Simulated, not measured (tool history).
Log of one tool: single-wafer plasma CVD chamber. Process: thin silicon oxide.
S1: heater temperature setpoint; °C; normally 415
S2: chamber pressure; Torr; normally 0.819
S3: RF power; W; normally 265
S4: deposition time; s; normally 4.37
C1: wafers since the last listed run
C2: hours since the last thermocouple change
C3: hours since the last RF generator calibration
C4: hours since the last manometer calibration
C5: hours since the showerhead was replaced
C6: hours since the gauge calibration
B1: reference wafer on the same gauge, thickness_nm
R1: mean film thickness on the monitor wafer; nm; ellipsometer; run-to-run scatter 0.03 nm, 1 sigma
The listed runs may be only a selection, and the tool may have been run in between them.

Run 1, hour 0.0: usual settings but S3 290 W; C1 0; C2 901.5; C3 1758.0; C4 2009.0; C5 4638.7; C6 296.6; B1 9.355. Result: R1 8.196 nm.
Run 2, hour 25.0: usual settings but S3 290 W; C1 695; C2 926.5; C3 1783.0; C4 2034.0; C5 4663.7; C6 321.6; B1 9.344. Result: R1 8.128 nm.
Run 3, hour 120.2: usual settings; C1 2648; C2 1021.7; C3 1878.2; C4 2129.2; C5 4758.9; C6 416.8; B1 9.353. Result: R1 7.761 nm.
Run 4, hour 148.7: usual settings; C1 792; C2 1050.2; C3 1906.7; C4 2157.7; C5 4787.4; C6 445.3; B1 9.344. Result: R1 7.743 nm.
Run 5, hour 170.3: usual settings; C1 600; C2 1071.8; C3 1928.3; C4 2179.3; C5 4809.0; C6 466.9; B1 9.351. Result: R1 7.730 nm.
Run 6, hour 206.9: usual settings; C1 1018; C2 1108.4; C3 1964.9; C4 2215.9; C5 4845.6; C6 503.5; B1 9.356. Result: R1 7.706 nm.
Run 7, hour 224.7: usual settings; C1 495; C2 1126.2; C3 1982.7; C4 2233.7; C5 4863.4; C6 521.3; B1 9.347. Result: R1 7.711 nm.
Run 8, hour 244.8: usual settings; C1 559; C2 1146.3; C3 2002.8; C4 2253.8; C5 4883.5; C6 541.4; B1 9.360. Result: R1 7.678 nm.
Run 9, hour 264.2: usual settings; C1 539; C2 1165.7; C3 2022.2; C4 2273.2; C5 4902.9; C6 560.8; B1 9.357. Result: R1 7.743 nm.
Run 10, hour 291.8: usual settings; C1 767; C2 1193.3; C3 2049.8; C4 2300.8; C5 4930.5; C6 588.4; B1 9.346. Result: R1 7.729 nm.
At hour 306.5: gauge calibrated.
Run 11, hour 310.5: usual settings; C1 520; C2 1212.0; C3 2068.5; C4 2319.5; C5 4949.2; C6 4.0; B1 9.359. Result: R1 7.736 nm.
At hour 319.5: capacitance manometer re-zeroed and calibrated.
Run 12, hour 330.5: usual settings; C1 333; C2 1232.0; C3 2088.5; C4 11.0; C5 4969.2; C6 24.0; B1 9.354. Result: R1 7.718 nm.
Run 13, hour 347.6: usual settings; C1 475; C2 1249.1; C3 2105.6; C4 28.1; C5 4986.3; C6 41.1; B1 9.351. Result: R1 7.725 nm.
Run 14, hour 375.4: usual settings; C1 773; C2 1276.9; C3 2133.4; C4 55.9; C5 5014.1; C6 68.9; B1 9.365. Result: R1 7.745 nm.
At hour 384.7: showerhead replaced.
Run 15, hour 401.1: usual settings but S2 0.984 Torr, S3 230 W, S4 4.60 s; C1 492; C2 1302.6; C3 2159.1; C4 81.6; C5 16.4; C6 94.6; B1 9.359. Result: R1 8.846 nm.
Run 16, hour 429.1: usual settings but S3 225 W; C1 778; C2 1330.6; C3 2187.1; C4 109.6; C5 44.4; C6 122.6; B1 9.345. Result: R1 7.029 nm.

Predict the results of run 17:
Run 17, hour 444.3: usual settings; C1 422; C2 1345.8; C3 2202.3; C4 124.8; C5 59.6; C6 137.8; B1 ?. Result: R1 ?.

Run 17 produced B1 9.344, R1 7.762 nm.
On a tool with no hidden condition, and with the same random variation, this run would have come out at R1 8.077 nm.

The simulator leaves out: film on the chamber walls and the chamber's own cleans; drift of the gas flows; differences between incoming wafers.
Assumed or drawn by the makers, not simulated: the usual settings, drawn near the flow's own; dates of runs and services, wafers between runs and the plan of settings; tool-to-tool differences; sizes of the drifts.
